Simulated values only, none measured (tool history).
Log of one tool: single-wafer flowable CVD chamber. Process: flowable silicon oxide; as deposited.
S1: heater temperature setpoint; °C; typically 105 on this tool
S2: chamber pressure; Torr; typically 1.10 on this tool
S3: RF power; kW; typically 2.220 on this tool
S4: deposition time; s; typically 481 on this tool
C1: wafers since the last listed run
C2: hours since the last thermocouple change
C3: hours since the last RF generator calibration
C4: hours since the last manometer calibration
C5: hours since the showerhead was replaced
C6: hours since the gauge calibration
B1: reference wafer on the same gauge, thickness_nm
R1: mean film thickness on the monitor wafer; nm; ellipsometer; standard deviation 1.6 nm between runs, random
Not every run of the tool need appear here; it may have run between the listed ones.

run 1 hour=0.0 | S1=105 S2=0.99 S3=2.320 S4=481 | C1=0 C2=226.8 C3=165.6 C4=2118.8 C5=42.0 C6=1573.3 | B1=284.134 | R1=315.505
run 2 hour=52.4 | S1=105 S2=1.10 S3=2.220 S4=481 | C1=211 C2=279.2 C3=218.0 C4=2171.2 C5=94.4 C6=1625.7 | B1=284.115 | R1=349.541
run 3 hour=120.8 | S1=105 S2=1.10 S3=2.220 S4=481 | C1=276 C2=347.6 C3=286.4 C4=2239.6 C5=162.8 C6=1694.1 | B1=283.876 | R1=349.799
run 4 hour=180.9 | S1=105 S2=1.10 S3=2.220 S4=481 | C1=242 C2=407.7 C3=346.5 C4=2299.7 C5=222.9 C6=1754.2 | B1=284.290 | R1=350.354
run 5 hour=248.9 | S1=105 S2=1.10 S3=2.220 S4=481 | C1=274 C2=475.7 C3=414.5 C4=2367.7 C5=290.9 C6=1822.2 | B1=283.716 | R1=349.179
run 6 hour=292.0 | S1=105 S2=1.10 S3=2.440 S4=517 | C1=174 C2=518.8 C3=457.6 C4=2410.8 C5=334.0 C6=1865.3 | B1=283.563 | R1=379.509
run 7 hour=346.0 | S1=105 S2=1.10 S3=2.220 S4=481 | C1=218 C2=572.8 C3=511.6 C4=2464.8 C5=388.0 C6=1919.3 | B1=283.289 | R1=347.835
-- hour=410.7 capacitance manometer re-zeroed and calibrated
run 8 hour=415.0 | S1=115 S2=1.35 S3=2.220 S4=481 | C1=246 C2=641.8 C3=580.6 C4=4.3 C5=457.0 C6=1988.3 | B1=283.007 | R1=295.687
run 9 hour=462.4 | S1=105 S2=1.10 S3=2.220 S4=481 | C1=191 C2=689.2 C3=628.0 C4=51.7 C5=504.4 C6=2035.7 | B1=283.601 | R1=349.400
run 10 hour=511.6 | S1=105 S2=1.10 S3=2.220 S4=481 | C1=198 C2=738.4 C3=677.2 C4=100.9 C5=553.6 C6=2084.9 | B1=283.187 | R1=348.851
-- hour=531.6 gauge calibrated
run 11 hour=566.6 | S1=105 S2=1.10 S3=2.365 S4=535 | C1=222 C2=793.4 C3=732.2 C4=155.9 C5=608.6 C6=35.0 | B1=295.404 | R1=405.287
run 12 hour=617.3 | S1=119 S2=1.29 S3=2.220 S4=481 | C1=204 C2=844.1 C3=782.9 C4=206.6 C5=659.3 C6=85.7 | B1=294.317 | R1=257.588
run 13 hour=641.4 | S1=114 S2=1.27 S3=2.075 S4=434 | C1=97 C2=868.2 C3=807.0 C4=230.7 C5=683.4 C6=109.8 | B1=293.604 | R1=270.449
run 14 hour=682.7 | S1=105 S2=1.10 S3=2.220 S4=455 | C1=166 C2=909.5 C3=848.3 C4=272.0 C5=724.7 C6=151.1 | B1=293.273 | R1=340.804
run 15 hour=732.0 | S1=105 S2=0.83 S3=2.080 S4=397 | C1=199 C2=958.8 C3=897.6 C4=321.3 C5=774.0 C6=200.4 | B1=292.546 | R1=217.790
run 16 hour=786.8 | S1=105 S2=1.10 S3=2.220 S4=481 | C1=221 C2=1013.6 C3=952.4 C4=376.1 C5=828.8 C6=255.2 | B1=292.175 | R1=359.533
run 17 hour=842.3 | S1=105 S2=1.10 S3=2.220 S4=558 | C1=224 C2=1069.1 C3=1007.9 C4=431.6 C5=884.3 C6=310.7 | B1=291.680 | R1=413.237
run 18 hour=875.7 | S1=105 S2=1.03 S3=2.335 S4=481 | C1=135 C2=1102.5 C3=1041.3 C4=465.0 C5=917.7 C6=344.1 | B1=290.900 | R1=336.764
run 19 hour=939.6 | S1=114 S2=1.19 S3=1.900 S4=505 | C1=258 C2=1166.4 C3=1105.2 C4=528.9 C5=981.6 C6=408.0 | B1=290.084 | R1=284.248
run 20 hour=981.2 | S1=94 S2=1.10 S3=2.220 S4=481 | C1=168 C2=1208.0 C3=1146.8 C4=570.5 C5=1023.2 C6=449.6 | B1=289.194 | R1=539.659

Expected results for the next run?
run 21 hour=1019.4 | S1=105 S2=1.10 S3=2.220 S4=481 | C1=154 C2=1246.2 C3=1185.0 C4=608.7 C5=1061.4 C6=487.8 | B1=? | R1=?

{"run 21": {"B1": 290.04, "R1": 356.117}}
Without the tool's hidden state the same run would have given R1 365.343 nm.
